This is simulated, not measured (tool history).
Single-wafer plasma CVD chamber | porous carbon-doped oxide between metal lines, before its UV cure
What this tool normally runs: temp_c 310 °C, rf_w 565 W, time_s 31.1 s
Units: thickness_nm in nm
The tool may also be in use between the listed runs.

run,hour,temp_c,rf_w,time_s,"read-back reference wafer on the same gauge, thickness_nm",thickness_nm
1,0.0,310,565,31.1,199.928,167.589
2,27.4,310,565,31.1,199.956,167.620
3,77.3,310,565,35.0,200.226,188.355
4,107.3,310,565,35.0,200.249,187.154
5,136.0,310,565,35.0,200.036,187.857
6,204.7,310,565,31.1,200.236,166.820
# hour 237.8: showerhead replaced, of another model than before
7,251.9,310,565,31.1,199.976,167.767
# hour 295.0: thermocouple changed; heater temperature recalibrated
8,307.9,320,530,27.0,200.002,138.379
9,350.6,310,565,31.1,199.952,172.657
# hour 351.8: gauge calibrated
10,405.5,310,565,31.1,199.958,172.083
# hour 428.3: RF generator calibrated
11,438.4,304,610,28.9,200.056,172.239
12,470.3,317,530,31.1,200.030,161.349
13,564.7,310,640,32.9,200.132,191.982
14,609.9,316,530,28.1,200.046,146.879
15,636.2,301,680,33.9,199.969,214.614

4 ways to go on from here, each from the tool as it stands after run 15. What would each give?
A,636.6,310,565,31.1,?,?
B,636.6,310,625,34.8,?,?
C,636.6,320,565,31.1,?,?
D,636.6,305,470,31.1,?,?

run,"read-back reference wafer on the same gauge, thickness_nm",thickness_nm
A,199.950,171.108
B,199.950,198.944
C,199.950,161.385
D,199.950,164.092
Had the tool no hidden state, the same runs would have come out as:
run,thickness_nm
A,172.388
B,200.432
C,162.519
D,165.379
